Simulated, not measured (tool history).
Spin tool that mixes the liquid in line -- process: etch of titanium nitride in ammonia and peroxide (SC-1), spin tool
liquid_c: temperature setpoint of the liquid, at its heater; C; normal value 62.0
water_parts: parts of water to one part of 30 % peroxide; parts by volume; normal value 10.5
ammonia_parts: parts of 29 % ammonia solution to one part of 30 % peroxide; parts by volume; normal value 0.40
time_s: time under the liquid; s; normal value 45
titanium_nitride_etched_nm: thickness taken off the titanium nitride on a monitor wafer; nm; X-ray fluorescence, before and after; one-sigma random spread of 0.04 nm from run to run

run	hour	liquid_c	water_parts	ammonia_parts	time_s	read-back film thickness of the titanium nitride reference wafer, read on the same gauge (nm)	titanium_nitride_etched_nm
1	0.0	62.0	7.0	0.40	45	59.96	4.90
2	19.7	62.0	10.5	0.40	45	59.94	3.88
3	30.6	62.0	10.5	0.40	45	60.03	3.89
4	36.9	62.0	10.5	0.40	45	59.99	3.89
5	44.4	62.0	10.5	0.40	45	59.96	3.87
6	59.2	62.0	10.5	0.55	45	60.01	4.04
7	76.9	62.0	10.5	0.55	45	59.96	4.05
8	85.3	62.0	10.5	0.55	45	60.03	4.05
# hour 93.1: new drum of ammonia solution connected
9	100.2	62.0	14.0	0.40	45	59.99	3.28
# hour 107.1: gauge calibrated
10	109.5	62.0	14.0	0.40	45	59.97	3.26
11	122.4	62.0	14.0	0.40	45	60.02	3.29
12	155.5	62.0	10.5	0.40	35	60.02	3.00
# hour 163.2: ammonia flow meter replaced
13	167.6	62.0	7.0	0.40	45	60.01	4.64
14	178.2	57.0	14.0	0.50	45	60.07	2.43
15	191.2	62.0	10.5	0.40	45	60.01	3.73
# hour 197.2: heated supply line repaired
16	202.6	65.0	12.0	0.40	25	59.98	3.04
# hour 208.4: thermometer replaced
17	210.4	62.0	7.0	0.40	65	60.00	8.63
18	217.7	62.0	8.0	0.50	25	60.01	3.21
19	225.7	62.0	10.5	0.45	35	60.04	3.87
20	232.3	62.0	15.0	0.40	45	60.00	3.90
21	244.4	62.0	10.5	0.40	45	60.01	4.75
22	260.6	62.0	10.5	0.40	20	59.96	2.15
23	268.7	62.0	15.0	0.40	60	59.97	5.24

3 ways to go on from here, each from the tool as it stands after run 23. What would each give?
A	269.1	62.0	10.5	0.60	45	?	?
B	269.1	70.0	10.5	0.40	25	?	?
C	269.1	52.5	10.5	0.40	45	?	?

run	read-back film thickness of the titanium nitride reference wafer, read on the same gauge (nm)	titanium_nitride_etched_nm
A	60.00	5.10
B	60.00	4.38
C	60.00	2.52
Had the tool no hidden state, the same runs would have come out as:
run	titanium_nitride_etched_nm
A	5.22
B	4.48
C	2.58
